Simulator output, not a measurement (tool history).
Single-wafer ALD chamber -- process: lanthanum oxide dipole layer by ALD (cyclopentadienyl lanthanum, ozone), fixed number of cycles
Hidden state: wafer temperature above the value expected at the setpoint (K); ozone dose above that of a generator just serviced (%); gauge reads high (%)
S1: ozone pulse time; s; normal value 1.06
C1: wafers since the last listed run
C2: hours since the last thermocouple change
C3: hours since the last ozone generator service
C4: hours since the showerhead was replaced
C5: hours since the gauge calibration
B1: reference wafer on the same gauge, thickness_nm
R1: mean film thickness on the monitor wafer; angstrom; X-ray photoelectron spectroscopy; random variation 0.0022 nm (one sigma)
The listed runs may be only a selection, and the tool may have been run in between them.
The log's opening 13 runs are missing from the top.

-- hour=1086.1 thermocouple changed; heater temperature recalibrated
-- hour=1280.7 ozone generator serviced
run 14 hour=1301.8 | S1=0.89 | C1=5508 C2=215.7 C3=21.1 C4=6107.2 C5=2994.3 | B1=0.577 | R1=5.02
run 15 hour=1388.7 | S1=0.89 | C1=2227 C2=302.6 C3=108.0 C4=6194.1 C5=3081.2 | B1=0.577 | R1=5.02
run 16 hour=1457.8 | S1=0.89 | C1=1771 C2=371.7 C3=177.1 C4=6263.2 C5=3150.3 | B1=0.577 | R1=4.99
run 17 hour=1514.2 | S1=1.06 | C1=1445 C2=428.1 C3=233.5 C4=6319.6 C5=3206.7 | B1=0.577 | R1=5.16
-- hour=1519.0 gauge calibrated
run 18 hour=1621.4 | S1=0.80 | C1=2747 C2=535.3 C3=340.7 C4=6426.8 C5=102.4 | B1=0.577 | R1=4.93
run 19 hour=1660.5 | S1=0.82 | C1=1002 C2=574.4 C3=379.8 C4=6465.9 C5=141.5 | B1=0.577 | R1=4.93
run 20 hour=1739.4 | S1=0.88 | C1=2022 C2=653.3 C3=458.7 C4=6544.8 C5=220.4 | B1=0.577 | R1=4.98
run 21 hour=1821.3 | S1=0.79 | C1=2099 C2=735.2 C3=540.6 C4=6626.7 C5=302.3 | B1=0.577 | R1=4.90
run 22 hour=1893.6 | S1=0.89 | C1=1853 C2=807.5 C3=612.9 C4=6699.0 C5=374.6 | B1=0.577 | R1=5.04
run 23 hour=1934.9 | S1=1.17 | C1=1058 C2=848.8 C3=654.2 C4=6740.3 C5=415.9 | B1=0.577 | R1=5.27
-- hour=1974.2 ozone generator serviced
run 24 hour=1984.9 | S1=1.47 | C1=1076 C2=898.8 C3=10.7 C4=6790.3 C5=465.9 | B1=0.577 | R1=5.45
-- hour=2009.2 showerhead replaced
run 25 hour=2045.7 | S1=0.87 | C1=1353 C2=959.6 C3=71.5 C4=36.5 C5=526.7 | B1=0.577 | R1=4.96
run 26 hour=2165.0 | S1=0.78 | C1=3057 C2=1078.9 C3=190.8 C4=155.8 C5=646.0 | B1=0.577 | R1=4.88
run 27 hour=2229.9 | S1=1.06 | C1=1663 C2=1143.8 C3=255.7 C4=220.7 C5=710.9 | B1=0.577 | R1=5.19
run 28 hour=2276.6 | S1=1.06 | C1=1196 C2=1190.5 C3=302.4 C4=267.4 C5=757.6 | B1=0.577 | R1=5.13
run 29 hour=2343.7 | S1=0.95 | C1=1719 C2=1257.6 C3=369.5 C4=334.5 C5=824.7 | B1=0.577 | R1=5.06
run 30 hour=2392.5 | S1=1.31 | C1=1250 C2=1306.4 C3=418.3 C4=383.3 C5=873.5 | B1=0.577 | R1=5.31
run 31 hour=2446.5 | S1=0.71 | C1=1384 C2=1360.4 C3=472.3 C4=437.3 C5=927.5 | B1=0.577 | R1=4.77
run 32 hour=2490.3 | S1=0.68 | C1=1122 C2=1404.2 C3=516.1 C4=481.1 C5=971.3 | B1=0.577 | R1=4.75
-- hour=2505.2 thermocouple changed; heater temperature recalibrated
run 33 hour=2532.9 | S1=1.44 | C1=886 C2=27.7 C3=558.7 C4=523.7 C5=1013.9 | B1=0.576 | R1=5.45

Predict each of these 5 candidate next runs independently; none follows another, all start after run 33:
run A hour=2533.3 | S1=1.06 | C1=10 C2=28.1 C3=559.1 C4=524.1 C5=1014.3 | B1=? | R1=?
run B hour=2533.3 | S1=1.36 | C1=10 C2=28.1 C3=559.1 C4=524.1 C5=1014.3 | B1=? | R1=?
run C hour=2533.3 | S1=0.74 | C1=10 C2=28.1 C3=559.1 C4=524.1 C5=1014.3 | B1=? | R1=?
run D hour=2533.3 | S1=1.39 | C1=10 C2=28.1 C3=559.1 C4=524.1 C5=1014.3 | B1=? | R1=?
run E hour=2533.3 | S1=1.20 | C1=10 C2=28.1 C3=559.1 C4=524.1 C5=1014.3 | B1=? | R1=?

run=A B1=0.576 R1=5.22
run=B B1=0.576 R1=5.45
run=C B1=0.576 R1=4.87
run=D B1=0.576 R1=5.47
run=E B1=0.576 R1=5.34
Without the tool's hidden state the same runs would have given:
run=A R1=5.22
run=B R1=5.45
run=C R1=4.87
run=D R1=5.47
run=E R1=5.34
